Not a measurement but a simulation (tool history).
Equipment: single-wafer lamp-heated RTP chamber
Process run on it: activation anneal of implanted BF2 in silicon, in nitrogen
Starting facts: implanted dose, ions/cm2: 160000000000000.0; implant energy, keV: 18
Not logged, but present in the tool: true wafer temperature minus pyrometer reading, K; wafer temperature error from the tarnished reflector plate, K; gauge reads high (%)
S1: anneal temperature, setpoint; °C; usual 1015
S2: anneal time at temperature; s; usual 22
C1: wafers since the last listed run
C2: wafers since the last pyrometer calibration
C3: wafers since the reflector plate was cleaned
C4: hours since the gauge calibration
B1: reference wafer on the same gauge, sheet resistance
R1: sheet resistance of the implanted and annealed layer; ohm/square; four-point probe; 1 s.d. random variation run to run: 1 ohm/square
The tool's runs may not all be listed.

run 1 day=0 | S1=1015 S2=31 | C1=0 C2=555 C3=8641 C4=327.4 | B1=562.34 | R1=673.52
run 2 day=1.154 | S1=994 S2=22 | C1=377 C2=933 C3=9018 C4=355.1 | B1=562.44 | R1=682.99
run 3 day=1.529 | S1=994 S2=22 | C1=122 C2=1055 C3=9141 C4=364.1 | B1=562.23 | R1=680.68
run 4 day=1.833 | S1=994 S2=22 | C1=99 C2=1155 C3=9240 C4=371.4 | B1=562.34 | R1=683.5
run 5 day=2.3 | S1=1002 S2=22 | C1=152 C2=1307 C3=9393 C4=382.6 | B1=562.16 | R1=681.65
run 6 day=2.55 | S1=1002 S2=22 | C1=81 C2=1389 C3=9474 C4=388.6 | B1=562.16 | R1=683.05
run 7 day=3.067 | S1=1015 S2=22 | C1=168 C2=1558 C3=9643 C4=401 | B1=562.38 | R1=677.62
run 8 day=3.758 | S1=1015 S2=22 | C1=226 C2=1784 C3=9869 C4=417.6 | B1=562.02 | R1=676.7
run 9 day=4.025 | S1=1015 S2=22 | C1=87 C2=1871 C3=9956 C4=424 | B1=561.98 | R1=679.85
run 10 day=4.375 | S1=1015 S2=22 | C1=114 C2=1985 C3=10071 C4=432.4 | B1=561.84 | R1=680.17
run 11 day=5.204 | S1=1015 S2=22 | C1=271 C2=2256 C3=10342 C4=452.3 | B1=562.1 | R1=678.79
run 12 day=5.692 | S1=1015 S2=22 | C1=159 C2=2416 C3=10501 C4=464 | B1=561.9 | R1=675.69
-- day=6.229 reflector plate cleaned
run 13 day=7.592 | S1=1015 S2=22 | C1=512 C2=2928 C3=445 C4=509.6 | B1=561.88 | R1=678.38
run 14 day=8.421 | S1=1015 S2=22 | C1=271 C2=3199 C3=716 C4=529.5 | B1=561.91 | R1=678.35
run 15 day=8.975 | S1=1015 S2=22 | C1=181 C2=3380 C3=898 C4=542.8 | B1=562 | R1=678.61
run 16 day=9.483 | S1=1015 S2=22 | C1=166 C2=3546 C3=1064 C4=555 | B1=561.86 | R1=678.52
run 17 day=9.804 | S1=1015 S2=22 | C1=104 C2=3651 C3=1169 C4=562.7 | B1=561.93 | R1=678.29
run 18 day=10.404 | S1=995 S2=32 | C1=196 C2=3847 C3=1365 C4=577.1 | B1=561.74 | R1=678.42
-- day=10.733 gauge calibrated
-- day=10.829 pyrometer window cleaned and pyrometer calibrated
run 19 day=12.112 | S1=986 S2=17 | C1=449 C2=419 C3=1814 C4=33.1 | B1=565.47 | R1=688.96
run 20 day=12.592 | S1=1031 S2=18 | C1=156 C2=575 C3=1971 C4=44.6 | B1=565.49 | R1=682.27
run 21 day=13.146 | S1=1032 S2=22 | C1=181 C2=756 C3=2152 C4=57.9 | B1=565.14 | R1=678.14
run 22 day=13.712 | S1=988 S2=22 | C1=185 C2=942 C3=2337 C4=71.5 | B1=564.72 | R1=689.41
run 23 day=14.446 | S1=990 S2=30 | C1=239 C2=1181 C3=2577 C4=89.1 | B1=564.46 | R1=684.5
run 24 day=15.558 | S1=1015 S2=16 | C1=363 C2=1545 C3=2940 C4=115.8 | B1=564.21 | R1=685.87
run 25 day=16.254 | S1=991 S2=31 | C1=227 C2=1772 C3=3168 C4=132.5 | B1=564.13 | R1=682.18
run 26 day=16.629 | S1=1031 S2=28 | C1=122 C2=1895 C3=3290 C4=141.5 | B1=564 | R1=673.95
run 27 day=17.021 | S1=994 S2=10 | C1=128 C2=2023 C3=3418 C4=150.9 | B1=563.9 | R1=689.65
run 28 day=17.412 | S1=995 S2=12 | C1=128 C2=2151 C3=3546 C4=160.3 | B1=563.66 | R1=686.68
run 29 day=18.112 | S1=1040 S2=28 | C1=228 C2=2380 C3=3775 C4=177.1 | B1=563.54 | R1=670.85
run 30 day=18.788 | S1=1015 S2=22 | C1=220 C2=2600 C3=3996 C4=193.3 | B1=563.31 | R1=681.1
run 31 day=19.304 | S1=985 S2=10 | C1=168 C2=2769 C3=4165 C4=205.7 | B1=563.54 | R1=692.63
run 32 day=19.775 | S1=1015 S2=22 | C1=153 C2=2923 C3=4319 C4=217 | B1=563.09 | R1=679.32
run 33 day=20.35 | S1=1015 S2=22 | C1=187 C2=3111 C3=4507 C4=230.8 | B1=563.17 | R1=677.1

Some steps in R1, run to run, broken into two amounts with sign: the step expected even without the hidden condition (settings, incoming material, random variation), and the rest, left for the hidden condition together with whatever gauge scatter is not in both the measured and the hidden-condition-free result:
Run 18 -> 19: S1 995 -> 986, S2 32 -> 17, gauge calibrated, pyrometer window cleaned and pyrometer calibrated. R1 +10.54 ohm/square: hidden state +4.35, all else +6.19.
Run 22 -> 23: S1 988 -> 990, S2 22 -> 30. R1 -4.91 ohm/square: hidden state -0.3, all else -4.61.
Run 23 -> 24: S1 990 -> 1015, S2 30 -> 16. R1 +1.37 ohm/square: hidden state -0.41, all else +1.78.
Run 26 -> 27: S1 1031 -> 994, S2 28 -> 10. R1 +15.7 ohm/square: hidden state -0.19, all else +15.89.
Run 28 -> 29: S1 995 -> 1040, S2 12 -> 28. R1 -15.83 ohm/square: hidden state -0.12, all else -15.71.
Run 31 -> 32: S1 985 -> 1015, S2 10 -> 22. R1 -13.31 ohm/square: hidden state -0.03, all else -13.28.
